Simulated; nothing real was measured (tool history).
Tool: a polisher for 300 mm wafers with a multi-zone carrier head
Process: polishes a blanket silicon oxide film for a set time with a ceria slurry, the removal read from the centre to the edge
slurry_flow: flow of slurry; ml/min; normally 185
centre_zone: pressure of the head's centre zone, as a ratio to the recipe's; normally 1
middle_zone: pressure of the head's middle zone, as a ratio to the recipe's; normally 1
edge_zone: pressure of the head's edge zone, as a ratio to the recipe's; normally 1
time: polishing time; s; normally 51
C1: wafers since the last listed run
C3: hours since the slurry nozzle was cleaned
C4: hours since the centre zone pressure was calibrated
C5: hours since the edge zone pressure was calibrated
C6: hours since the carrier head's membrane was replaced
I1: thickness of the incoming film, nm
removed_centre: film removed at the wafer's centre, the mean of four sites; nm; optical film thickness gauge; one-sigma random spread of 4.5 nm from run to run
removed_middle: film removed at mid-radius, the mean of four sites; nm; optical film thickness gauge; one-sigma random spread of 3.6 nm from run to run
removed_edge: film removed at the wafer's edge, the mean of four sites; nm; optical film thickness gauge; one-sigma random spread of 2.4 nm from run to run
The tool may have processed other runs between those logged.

run 1 hour=0 | slurry_flow=185 centre_zone=1 middle_zone=1 edge_zone=1 time=42 | C1=0 wafers_polished_on_this_pad=503 C3=607.8 C4=456.9 C5=0.5 C6=172.2 | I1=869.4 | removed_centre=253.5 removed_middle=250.9 removed_edge=255
run 2 hour=37.1 | slurry_flow=185 centre_zone=1 middle_zone=1 edge_zone=0.9 time=61 | C1=552 wafers_polished_on_this_pad=1055 C3=644.9 C4=494 C5=37.6 C6=209.3 | I1=834.7 | removed_centre=372.8 removed_middle=362.5 removed_edge=353.8
run 3 hour=123.9 | slurry_flow=235 centre_zone=1.05 middle_zone=0.94 edge_zone=1 time=51 | C1=1291 wafers_polished_on_this_pad=2346 C3=731.7 C4=580.8 C5=124.4 C6=296.1 | I1=841.7 | removed_centre=335.2 removed_middle=295.6 removed_edge=311.1
-- hour=153.2 slurry nozzle cleaned
run 4 hour=205 | slurry_flow=185 centre_zone=1 middle_zone=1 edge_zone=0.97 time=51 | C1=1191 wafers_polished_on_this_pad=3538 C3=51.8 C4=661.9 C5=205.5 C6=377.2 | I1=860.4 | removed_centre=299.9 removed_middle=299.2 removed_edge=300.2
run 5 hour=267.6 | slurry_flow=185 centre_zone=1 middle_zone=1 edge_zone=1.03 time=51 | C1=931 wafers_polished_on_this_pad=4470 C3=114.4 C4=724.5 C5=268.1 C6=439.8 | I1=842.2 | removed_centre=304.1 removed_middle=290 removed_edge=300.2
run 6 hour=335.5 | slurry_flow=185 centre_zone=1 middle_zone=1 edge_zone=1 time=51 | C1=1010 wafers_polished_on_this_pad=5480 C3=182.3 C4=792.4 C5=336 C6=507.7 | I1=851.5 | removed_centre=295.6 removed_middle=289.2 removed_edge=294.1
run 7 hour=424.5 | slurry_flow=185 centre_zone=0.9 middle_zone=1.05 edge_zone=1 time=51 | C1=1324 wafers_polished_on_this_pad=6805 C3=271.3 C4=881.4 C5=425 C6=596.7 | I1=853.8 | removed_centre=265.4 removed_middle=294 removed_edge=289.8
-- hour=502.8 centre zone pressure recalibrated
run 8 hour=526.1 | slurry_flow=155 centre_zone=1.11 middle_zone=1 edge_zone=1.04 time=51 | C1=1482 wafers_polished_on_this_pad=8287 C3=372.9 C4=23.3 C5=526.6 C6=698.3 | I1=855 | removed_centre=313.4 removed_middle=278.1 removed_edge=287.8
run 9 hour=612 | slurry_flow=185 centre_zone=1.09 middle_zone=1 edge_zone=1 time=51 | C1=1278 wafers_polished_on_this_pad=9565 C3=458.8 C4=109.2 C5=612.5 C6=784.2 | I1=858 | removed_centre=306.5 removed_middle=282.7 removed_edge=280.8
-- hour=654.4 carrier head's membrane replaced by a new one
run 10 hour=717.4 | slurry_flow=145 centre_zone=1 middle_zone=1 edge_zone=1 time=51 | C1=1494 wafers_polished_on_this_pad=11059 C3=564.2 C4=214.6 C5=717.9 C6=63 | I1=853.3 | removed_centre=276.1 removed_middle=272.7 removed_edge=275.2
-- hour=734.1 worn pad replaced by a new one
-- hour=759.3 edge zone pressure recalibrated
run 11 hour=806.6 | slurry_flow=185 centre_zone=1 middle_zone=1 edge_zone=1 time=51 | C1=1238 wafers_polished_on_this_pad=1049 C3=653.4 C4=303.8 C5=47.3 C6=152.2 | I1=860.8 | removed_centre=316.9 removed_middle=309.2 removed_edge=311.5
run 12 hour=895.5 | slurry_flow=225 centre_zone=1 middle_zone=1 edge_zone=1.1 time=51 | C1=1322 wafers_polished_on_this_pad=2372 C3=742.3 C4=392.7 C5=136.2 C6=241.1 | I1=850.4 | removed_centre=316.9 removed_middle=311.3 removed_edge=324.7
run 13 hour=932.2 | slurry_flow=185 centre_zone=1 middle_zone=1 edge_zone=0.9 time=51 | C1=546 wafers_polished_on_this_pad=2918 C3=779 C4=429.4 C5=172.9 C6=277.8 | I1=846.3 | removed_centre=317.5 removed_middle=299.7 removed_edge=295
-- hour=970.6 slurry nozzle cleaned
run 14 hour=1031.2 | slurry_flow=185 centre_zone=1 middle_zone=1.1 edge_zone=0.96 time=43 | C1=1458 wafers_polished_on_this_pad=4376 C3=60.6 C4=528.4 C5=271.9 C6=376.8 | I1=842.2 | removed_centre=249 removed_middle=265.1 removed_edge=247.4
run 15 hour=1116.5 | slurry_flow=185 centre_zone=0.93 middle_zone=0.88 edge_zone=1 time=43 | C1=1269 wafers_polished_on_this_pad=5646 C3=145.9 C4=613.7 C5=357.2 C6=462.1 | I1=854 | removed_centre=236.2 removed_middle=231.5 removed_edge=252.7
run 16 hour=1208.1 | slurry_flow=185 centre_zone=1 middle_zone=1 edge_zone=1 time=51 | C1=1363 wafers_polished_on_this_pad=7009 C3=237.5 C4=705.3 C5=448.8 C6=553.7 | I1=837.2 | removed_centre=298.6 removed_middle=288 removed_edge=295
-- hour=1238.3 centre zone pressure recalibrated
run 17 hour=1282.3 | slurry_flow=185 centre_zone=1 middle_zone=1 edge_zone=1.11 time=51 | C1=1074 wafers_polished_on_this_pad=8083 C3=311.7 C4=44 C5=523 C6=627.9 | I1=858.4 | removed_centre=288.3 removed_middle=290.8 removed_edge=306
run 18 hour=1347.8 | slurry_flow=220 centre_zone=1 middle_zone=1 edge_zone=0.91 time=51 | C1=974 wafers_polished_on_this_pad=9058 C3=377.2 C4=109.5 C5=588.5 C6=693.4 | I1=844.3 | removed_centre=299.8 removed_middle=287.9 removed_edge=284.7
run 19 hour=1407.8 | slurry_flow=135 centre_zone=0.89 middle_zone=1.11 edge_zone=1 time=51 | C1=892 wafers_polished_on_this_pad=9951 C3=437.2 C4=169.5 C5=648.5 C6=753.4 | I1=834.2 | removed_centre=253 removed_middle=294.3 removed_edge=280.4
run 20 hour=1463.3 | slurry_flow=185 centre_zone=1 middle_zone=1 edge_zone=1 time=60 | C1=825 wafers_polished_on_this_pad=10776 C3=492.7 C4=225 C5=704 C6=808.9 | I1=835.9 | removed_centre=335.6 removed_middle=334.8 removed_edge=337.5
-- hour=1478.6 carrier head's membrane replaced by a new one
run 21 hour=1521 | slurry_flow=185 centre_zone=1 middle_zone=1 edge_zone=1 time=37 | C1=784 wafers_polished_on_this_pad=11561 C3=550.4 C4=282.7 C5=761.7 C6=42.4 | I1=861.6 | removed_centre=209.1 removed_middle=208.2 removed_edge=205.6
-- hour=1558.3 edge zone pressure recalibrated
-- hour=1559.2 worn pad replaced by a new one
run 22 hour=1559.7 | slurry_flow=225 centre_zone=1 middle_zone=1 edge_zone=1 time=42 | C1=532 wafers_polished_on_this_pad=7 C3=589.1 C4=321.4 C5=1.4 C6=81.1 | I1=841.6 | removed_centre=260.7 removed_middle=258.1 removed_edge=260.8

Predict each of these 4 candidate next runs independently; none follows another, all start after run 22:
run A hour=1560.1 | slurry_flow=185 centre_zone=1 middle_zone=1 edge_zone=1 time=51 | C1=5 wafers_polished_on_this_pad=13 C3=589.5 C4=321.8 C5=1.8 C6=81.5 | I1=863.2 | removed_centre=? removed_middle=? removed_edge=?
run B hour=1560.1 | slurry_flow=185 centre_zone=1 middle_zone=1.12 edge_zone=1 time=34 | C1=5 wafers_polished_on_this_pad=13 C3=589.5 C4=321.8 C5=1.8 C6=81.5 | I1=863.2 | removed_centre=? removed_middle=? removed_edge=?
run C hour=1560.1 | slurry_flow=210 centre_zone=1 middle_zone=1.05 edge_zone=0.95 time=58 | C1=5 wafers_polished_on_this_pad=13 C3=589.5 C4=321.8 C5=1.8 C6=81.5 | I1=863.2 | removed_centre=? removed_middle=? removed_edge=?
run D hour=1560.1 | slurry_flow=185 centre_zone=1 middle_zone=1 edge_zone=0.92 time=51 | C1=5 wafers_polished_on_this_pad=13 C3=589.5 C4=321.8 C5=1.8 C6=81.5 | I1=863.2 | removed_centre=? removed_middle=? removed_edge=?

run=A removed_centre=312.7 removed_middle=302.7 removed_edge=313
run=B removed_centre=208.6 removed_middle=217.6 removed_edge=208.4
run=C removed_centre=361.6 removed_middle=360.8 removed_edge=351.6
run=D removed_centre=312.7 removed_middle=302.7 removed_edge=301.8
Without the tool's unlogged condition, the same runs would have read:
run=A removed_centre=316.1 removed_middle=306 removed_edge=316.4
run=B removed_centre=210.9 removed_middle=220 removed_edge=210.7
run=C removed_centre=365.6 removed_middle=364.8 removed_edge=355.6
run=D removed_centre=316.1 removed_middle=306.1 removed_edge=305.1
